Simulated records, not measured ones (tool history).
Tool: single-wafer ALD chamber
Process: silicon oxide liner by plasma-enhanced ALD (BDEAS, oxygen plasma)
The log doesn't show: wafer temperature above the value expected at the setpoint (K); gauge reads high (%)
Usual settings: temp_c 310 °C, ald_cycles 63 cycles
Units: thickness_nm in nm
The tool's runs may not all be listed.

| run | hour | temp_c | ald_cycles | wafers since the last listed run | hours since the last thermocouple change | hours since the gauge calibration | read-back reference wafer on the same gauge, thickness_nm | thickness_nm |
|---|---|---|---|---|---|---|---|---|
| 1 | 0.0 | 299 | 63 | 0 | 1279.4 | 260.9 | 5.273 | 6.255 |
| 2 | 19.7 | 310 | 63 | 125 | 1299.1 | 280.6 | 5.266 | 6.140 |
| 3 | 35.7 | 310 | 63 | 102 | 1315.1 | 296.6 | 5.270 | 6.147 |
| 4 | 60.1 | 310 | 63 | 155 | 1339.5 | 321.0 | 5.260 | 6.143 |
| 5 | 76.3 | 307 | 63 | 103 | 1355.7 | 337.2 | 5.257 | 6.187 |
| 6 | 109.1 | 307 | 63 | 209 | 1388.5 | 370.0 | 5.254 | 6.167 |
| 7 | 126.9 | 304 | 63 | 113 | 1406.3 | 387.8 | 5.237 | 6.176 |
| 8 | 138.9 | 304 | 63 | 76 | 1418.3 | 399.8 | 5.243 | 6.176 |
| 9 | 166.4 | 310 | 63 | 175 | 1445.8 | 427.3 | 5.235 | 6.086 |
| 10 | 189.1 | 310 | 63 | 144 | 1468.5 | 450.0 | 5.219 | 6.100 |
| 11 | 217.5 | 302 | 63 | 181 | 1496.9 | 478.4 | 5.208 | 6.179 |
|  | 235.9 | gauge calibrated |
| 12 | 250.9 | 302 | 63 | 213 | 1530.3 | 15.0 | 5.291 | 6.248 |
| 13 | 280.1 | 297 | 71 | 186 | 1559.5 | 44.2 | 5.289 | 7.105 |
| 14 | 326.3 | 306 | 54 | 295 | 1605.7 | 90.4 | 5.289 | 5.330 |
| 15 | 339.2 | 310 | 63 | 82 | 1618.6 | 103.3 | 5.284 | 6.153 |
| 16 | 351.8 | 325 | 63 | 80 | 1631.2 | 115.9 | 5.290 | 6.055 |
| 17 | 386.4 | 315 | 67 | 220 | 1665.8 | 150.5 | 5.287 | 6.524 |
| 18 | 400.4 | 305 | 52 | 89 | 1679.8 | 164.5 | 5.279 | 5.123 |
| 19 | 430.8 | 310 | 75 | 194 | 1710.2 | 194.9 | 5.276 | 7.336 |
|  | 452.3 | thermocouple changed; heater temperature recalibrated |
| 20 | 452.8 | 297 | 71 | 89 | 0.5 | 216.9 | 5.265 | 7.062 |
| 21 | 482.7 | 316 | 57 | 190 | 30.4 | 246.8 | 5.265 | 5.523 |
| 22 | 504.7 | 302 | 53 | 140 | 52.4 | 268.8 | 5.262 | 5.218 |
| 23 | 534.3 | 299 | 57 | 189 | 82.0 | 298.4 | 5.254 | 5.642 |
| 24 | 551.3 | 321 | 70 | 108 | 99.0 | 315.4 | 5.247 | 6.714 |
| 25 | 587.3 | 314 | 54 | 229 | 135.0 | 351.4 | 5.243 | 5.227 |

Forecast each of these 4 alternatives for the next run:
| A | 587.8 | 310 | 63 | 3 | 135.5 | 351.9 | ? | ? |
| B | 587.8 | 322 | 63 | 3 | 135.5 | 351.9 | ? | ? |
| C | 587.8 | 304 | 56 | 3 | 135.5 | 351.9 | ? | ? |
| D | 587.8 | 299 | 74 | 3 | 135.5 | 351.9 | ? | ? |

| run | read-back reference wafer on the same gauge, thickness_nm | thickness_nm |
|---|---|---|
| A | 5.240 | 6.119 |
| B | 5.240 | 6.027 |
| C | 5.240 | 5.480 |
| D | 5.240 | 7.286 |
Without the tool's hidden state the same runs would have given:
| run | thickness_nm |
|---|---|
| A | 6.190 |
| B | 6.097 |
| C | 5.543 |
| D | 7.371 |

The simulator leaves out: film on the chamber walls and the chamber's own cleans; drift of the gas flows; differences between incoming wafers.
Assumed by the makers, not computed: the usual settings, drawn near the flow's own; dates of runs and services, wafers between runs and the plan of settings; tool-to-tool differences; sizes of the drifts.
